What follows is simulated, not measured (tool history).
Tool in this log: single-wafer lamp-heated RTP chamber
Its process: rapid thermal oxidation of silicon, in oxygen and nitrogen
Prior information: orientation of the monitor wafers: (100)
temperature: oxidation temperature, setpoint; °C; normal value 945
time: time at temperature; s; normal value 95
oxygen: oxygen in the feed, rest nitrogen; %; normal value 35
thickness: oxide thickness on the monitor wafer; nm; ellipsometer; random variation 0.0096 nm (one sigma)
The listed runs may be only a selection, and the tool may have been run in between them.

run	day	temperature	time	oxygen	wafers since the last listed run	wafers since the last pyrometer calibration	hours since the oxygen flow controller was replaced	hours since the gauge calibration	read-back reference wafer on the same gauge, thickness	thickness
1	0.000	945	95	35	0	7799	4414.2	1332.1	3.141	3.198
# day 2.342: pyrometer window cleaned and pyrometer calibrated
2	2.483	945	95	35	427	28	4473.8	1391.7	3.137	3.201
3	4.192	945	95	35	339	368	4514.8	1432.7	3.145	3.199
4	6.767	958	95	35	512	880	4576.6	1494.5	3.139	3.461
5	8.629	958	95	35	370	1250	4621.3	1539.2	3.141	3.449
6	11.979	945	95	35	666	1916	4701.7	1619.6	3.149	3.190
7	15.908	945	95	35	781	2698	4796.0	1713.9	3.148	3.203
8	19.862	945	95	35	786	3484	4890.9	1808.8	3.151	3.205
9	23.833	945	95	35	789	4274	4986.2	1904.1	3.153	3.200
10	28.142	945	95	35	856	5131	5089.6	2007.5	3.155	3.218
11	37.404	945	95	35	1841	6973	5311.9	2229.8	3.163	3.227
12	39.508	945	95	35	418	7391	5362.4	2280.3	3.161	3.224
13	41.208	945	95	35	338	7729	5403.2	2321.1	3.163	3.225
# day 46.062: pyrometer window cleaned and pyrometer calibrated
14	49.033	945	95	35	1489	590	5591.0	2508.9	3.174	3.236
15	51.900	945	122	35	570	1160	5659.8	2577.7	3.173	3.537
16	53.625	945	95	35	343	1503	5701.2	2619.1	3.172	3.241
17	55.796	945	95	17	431	1935	5753.3	2671.2	3.173	2.766
18	59.092	919	95	50	655	2590	5832.4	2750.3	3.180	3.042
19	63.025	945	95	35	782	3372	5926.8	2844.7	3.179	3.242

Run 20, settings as shown, results not yet in. Your forecast:
20	67.454	945	95	35	880	4253	6033.1	2951.0	?	?

{"run 20": {"read-back reference wafer on the same gauge, thickness": 3.186, "thickness": 3.248}}
With the hidden condition absent and the run-to-run variation left alone, this run would have shown thickness 3.181 nm.
